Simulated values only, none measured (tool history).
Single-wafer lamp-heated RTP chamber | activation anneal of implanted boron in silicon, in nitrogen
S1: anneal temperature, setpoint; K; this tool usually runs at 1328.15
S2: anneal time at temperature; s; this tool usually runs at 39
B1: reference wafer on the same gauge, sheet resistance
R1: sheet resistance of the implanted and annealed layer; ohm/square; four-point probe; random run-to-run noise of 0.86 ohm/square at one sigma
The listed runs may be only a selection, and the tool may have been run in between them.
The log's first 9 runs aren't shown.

| run | hour | S1 | S2 | B1 | R1 |
|---|---|---|---|---|---|
| 10 | 492.1 | 1328.15 | 39 | 130.04 | 143.38 |
| 11 | 546.9 | 1328.15 | 39 | 129.55 | 142.9 |
|  | 602.9 | reflector plate cleaned |
| 12 | 610.1 | 1328.15 | 32 | 129.06 | 142.65 |
|  | 635.3 | pyrometer window cleaned and pyrometer calibrated |
|  | 650.7 | gauge calibrated |
| 13 | 663.6 | 1328.15 | 32 | 139.17 | 155.88 |
| 14 | 699.3 | 1328.15 | 32 | 139.25 | 155.01 |
| 15 | 756.9 | 1328.15 | 39 | 139.06 | 154.76 |
| 16 | 823.3 | 1341.15 | 20 | 139.16 | 154.29 |
| 17 | 878.3 | 1339.15 | 62 | 139.04 | 152.99 |
| 18 | 924.9 | 1328.15 | 48 | 139.12 | 154.29 |
| 19 | 994.6 | 1352.15 | 50 | 138.77 | 152.27 |
| 20 | 1058.4 | 1317.15 | 21 | 138.84 | 155.08 |
|  | 1113.1 | pyrometer window cleaned and pyrometer calibrated |
| 21 | 1113.6 | 1328.15 | 39 | 138.63 | 155.84 |
| 22 | 1141.4 | 1328.15 | 55 | 138.31 | 152.98 |
|  | 1211.6 | reflector plate cleaned |
| 23 | 1243.9 | 1301.15 | 60 | 138.21 | 154.43 |
| 24 | 1313 | 1328.15 | 39 | 137.93 | 151.36 |
| 25 | 1339.4 | 1337.15 | 46 | 137.87 | 150.52 |
| 26 | 1364.9 | 1328.15 | 39 | 137.8 | 154.25 |
| 27 | 1427.7 | 1305.15 | 50 | 137.39 | 152.67 |
| 28 | 1508 | 1316.15 | 22 | 137.09 | 154.81 |
| 29 | 1557.4 | 1351.15 | 39 | 136.82 | 150.69 |
|  | 1610.1 | pyrometer window cleaned and pyrometer calibrated |
| 30 | 1620.6 | 1341.15 | 46 | 136.54 | 150.26 |
| 31 | 1682.3 | 1328.15 | 32 | 136.05 | 152.31 |

Predict each of these 3 candidate next runs independently; none follows another, all start after run 31:
| A | 1682.7 | 1328.15 | 51 | ? | ? |
| B | 1682.7 | 1348.15 | 62 | ? | ? |
| C | 1682.7 | 1352.15 | 31 | ? | ? |

| run | B1 | R1 |
|---|---|---|
| A | 136.07 | 151.61 |
| B | 136.07 | 149.69 |
| C | 136.07 | 151.62 |
Without the tool's hidden state the same runs would have given:
| run | R1 |
|---|---|
| A | 153.67 |
| B | 151.72 |
| C | 153.68 |

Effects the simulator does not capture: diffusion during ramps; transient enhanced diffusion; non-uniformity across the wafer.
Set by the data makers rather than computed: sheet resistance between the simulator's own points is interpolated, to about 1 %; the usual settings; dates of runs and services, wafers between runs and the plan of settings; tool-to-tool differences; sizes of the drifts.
